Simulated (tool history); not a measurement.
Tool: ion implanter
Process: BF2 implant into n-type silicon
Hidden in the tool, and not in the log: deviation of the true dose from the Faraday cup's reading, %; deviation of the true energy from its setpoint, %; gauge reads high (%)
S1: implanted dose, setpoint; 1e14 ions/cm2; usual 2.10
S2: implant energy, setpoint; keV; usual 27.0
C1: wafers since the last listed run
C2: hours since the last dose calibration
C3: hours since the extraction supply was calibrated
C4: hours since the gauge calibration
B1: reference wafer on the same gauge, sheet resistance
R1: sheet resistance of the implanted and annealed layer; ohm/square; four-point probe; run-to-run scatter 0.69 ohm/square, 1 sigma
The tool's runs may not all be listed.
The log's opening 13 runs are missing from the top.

| run | hour | S1 | S2 | C1 | C2 | C3 | C4 | B1 | R1 |
|---|---|---|---|---|---|---|---|---|---|
| 14 | 190.2 | 1.70 | 27.0 | 581 | 525.4 | 5073.4 | 456.1 | 477.61 | 543.64 |
| 15 | 210.5 | 1.63 | 27.0 | 861 | 545.7 | 5093.7 | 476.4 | 478.05 | 563.36 |
| 16 | 221.0 | 2.49 | 21.0 | 445 | 556.2 | 5104.2 | 486.9 | 478.11 | 403.40 |
| 17 | 231.5 | 2.10 | 34.0 | 445 | 566.7 | 5114.7 | 497.4 | 477.97 | 449.38 |
| 18 | 249.0 | 1.73 | 22.5 | 742 | 584.2 | 5132.2 | 514.9 | 477.95 | 547.43 |
| 19 | 255.9 | 1.88 | 31.0 | 292 | 591.1 | 5139.1 | 521.8 | 478.13 | 495.15 |
|  | 260.1 | gauge calibrated |
| 20 | 266.7 | 1.54 | 33.0 | 458 | 601.9 | 5149.9 | 6.6 | 478.12 | 577.50 |
| 21 | 274.5 | 1.76 | 27.0 | 330 | 609.7 | 5157.7 | 14.4 | 478.00 | 528.88 |
| 22 | 288.5 | 2.43 | 18.5 | 594 | 623.7 | 5171.7 | 28.4 | 477.78 | 415.27 |
|  | 317.2 | Faraday cup replaced and dose calibrated |
| 23 | 325.2 | 2.10 | 27.0 | 1217 | 8.0 | 5208.4 | 65.1 | 477.74 | 462.25 |
|  | 339.2 | extraction supply calibrated |
| 24 | 340.3 | 2.10 | 31.5 | 301 | 23.1 | 1.1 | 80.2 | 478.05 | 456.42 |
| 25 | 347.1 | 1.76 | 27.0 | 288 | 29.9 | 7.9 | 87.0 | 477.95 | 535.26 |
| 26 | 361.1 | 2.10 | 27.0 | 594 | 43.9 | 21.9 | 101.0 | 478.18 | 460.89 |
| 27 | 375.1 | 1.54 | 22.0 | 594 | 57.9 | 35.9 | 115.0 | 477.72 | 611.41 |
| 28 | 391.5 | 1.84 | 24.0 | 695 | 74.3 | 52.3 | 131.4 | 477.90 | 520.31 |
| 29 | 402.2 | 1.62 | 33.5 | 454 | 85.0 | 63.0 | 142.1 | 478.16 | 556.04 |
| 30 | 408.8 | 2.70 | 33.5 | 280 | 91.6 | 69.6 | 148.7 | 477.92 | 368.63 |
| 31 | 425.1 | 2.10 | 27.0 | 691 | 107.9 | 85.9 | 165.0 | 477.84 | 461.12 |
| 32 | 441.4 | 2.10 | 22.0 | 691 | 124.2 | 102.2 | 181.3 | 477.93 | 466.76 |
| 33 | 457.1 | 2.10 | 23.0 | 666 | 139.9 | 117.9 | 197.0 | 478.08 | 466.43 |
| 34 | 470.5 | 2.33 | 31.0 | 568 | 153.3 | 131.3 | 210.4 | 478.06 | 417.42 |
| 35 | 483.3 | 2.10 | 27.0 | 543 | 166.1 | 144.1 | 223.2 | 478.40 | 458.18 |
| 36 | 497.0 | 1.76 | 27.0 | 581 | 179.8 | 157.8 | 236.9 | 478.05 | 532.11 |
| 37 | 503.6 | 2.10 | 29.5 | 280 | 186.4 | 164.4 | 243.5 | 478.09 | 454.30 |
| 38 | 519.7 | 2.62 | 20.5 | 683 | 202.5 | 180.5 | 259.6 | 478.19 | 388.03 |

Branching from run 38: 3 alternative next runs. What would each branch give?
| A | 520.1 | 2.62 | 27.0 | 16 | 202.9 | 180.9 | 260.0 | ? | ? |
| B | 520.1 | 2.54 | 24.5 | 16 | 202.9 | 180.9 | 260.0 | ? | ? |
| C | 520.1 | 2.10 | 35.0 | 16 | 202.9 | 180.9 | 260.0 | ? | ? |

| run | B1 | R1 |
|---|---|---|
| A | 478.06 | 381.23 |
| B | 478.06 | 393.78 |
| C | 478.06 | 449.85 |
Take away the tool's hidden state, keep each run's random variation, and the runs would have read:
| run | R1 |
|---|---|
| A | 384.10 |
| B | 396.75 |
| C | 453.11 |
